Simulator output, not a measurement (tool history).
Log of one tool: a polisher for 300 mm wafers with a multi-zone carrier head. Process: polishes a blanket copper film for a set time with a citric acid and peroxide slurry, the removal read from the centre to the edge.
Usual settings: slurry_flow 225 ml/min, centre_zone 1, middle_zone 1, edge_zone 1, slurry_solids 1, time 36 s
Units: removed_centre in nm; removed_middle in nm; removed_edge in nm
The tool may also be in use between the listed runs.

run	hour	slurry_flow	centre_zone	middle_zone	edge_zone	slurry_solids	time	incoming thickness of the incoming film, nm	removed_centre	removed_middle	removed_edge
1	0	225	1	1	1	1	36	1057.8	104.6	97	101.2
2	33.1	225	1	1	1	1.25	36	1054.7	113.2	99.3	106.7
3	62.1	225	1	1	1	1.25	36	1039.2	109.3	99.9	104.2
# hour 71.9: centre zone pressure recalibrated
4	75.2	225	1	1	1	1	36	1053.4	98	94.4	99.5
# hour 78.6: edge zone pressure recalibrated
5	102.8	225	1	1	1	1	36	1040	99.4	94.5	101.5
6	133.3	225	1	1	1	1	36	1032	99.6	92.4	98.9
7	148.5	160	1	1	1	1	36	1031.1	89.2	85	95.2
# hour 157.9: worn pad replaced by a new one
8	177.9	290	1	1	1	0.75	32	1049.2	87.8	85.4	86.7
# hour 198.8: carrier head's membrane replaced by a new one
9	211.4	225	1	0.89	0.91	1	36	1038.3	99.6	82.7	95.3
10	225.8	250	1	1	1	1	36	1052	102.3	97.1	101.1
11	253.7	160	1	0.93	1	1.15	47	1028.2	118.1	107.8	124.1
12	269.3	225	1.11	1	1	1	36	1058.4	110.9	91.9	98.6
13	292.8	225	1	1	1	1	36	1041.2	99.6	92.5	100.9
14	322.5	275	1	1	1	1	36	1030.4	104.4	96.7	102.2
# hour 331.7: slurry nozzle cleaned
# hour 349.6: edge zone pressure recalibrated
15	354.1	270	1	1	1	0.7	36	1054.3	106.6	96.2	99.9
# hour 375.8: worn pad replaced by a new one
16	379.9	225	1	1	1	1	36	1032.5	107.9	97.1	103.2
17	402.8	225	1	1	1	1	36	1037.2	109.5	99.6	102.7
18	418.4	225	1	1	1	1	36	1036.8	111.9	99.3	104.9
19	438.2	225	1	1	0.92	0.75	36	1030.5	105.4	92.5	94.4
20	472.2	225	1	1	1	0.9	36	1031.1	108.2	96.7	102.2

Forecast each of these 5 alternatives for the next run:
A	472.6	225	1	1	1	1	36	1040	?	?	?
B	472.6	225	1	1	0.95	0.9	36	1040	?	?	?
C	472.6	225	0.93	1	1	1	36	1040	?	?	?
D	472.6	225	1	0.94	0.91	1	36	1040	?	?	?
E	472.6	225	1	1	0.96	1	36	1040	?	?	?

run	removed_centre	removed_middle	removed_edge
A	112	98	103.2
B	110	96.2	98.9
C	104.2	98	103.2
D	112	93	98.8
E	112	98	101.2
Without the tool's hidden state the same runs would have given:
run	removed_centre	removed_middle	removed_edge
A	103.6	99.7	104.5
B	101.8	97.9	100.2
C	96.3	99.7	104.5
D	103.6	94.7	100.1
E	103.6	99.7	102.5

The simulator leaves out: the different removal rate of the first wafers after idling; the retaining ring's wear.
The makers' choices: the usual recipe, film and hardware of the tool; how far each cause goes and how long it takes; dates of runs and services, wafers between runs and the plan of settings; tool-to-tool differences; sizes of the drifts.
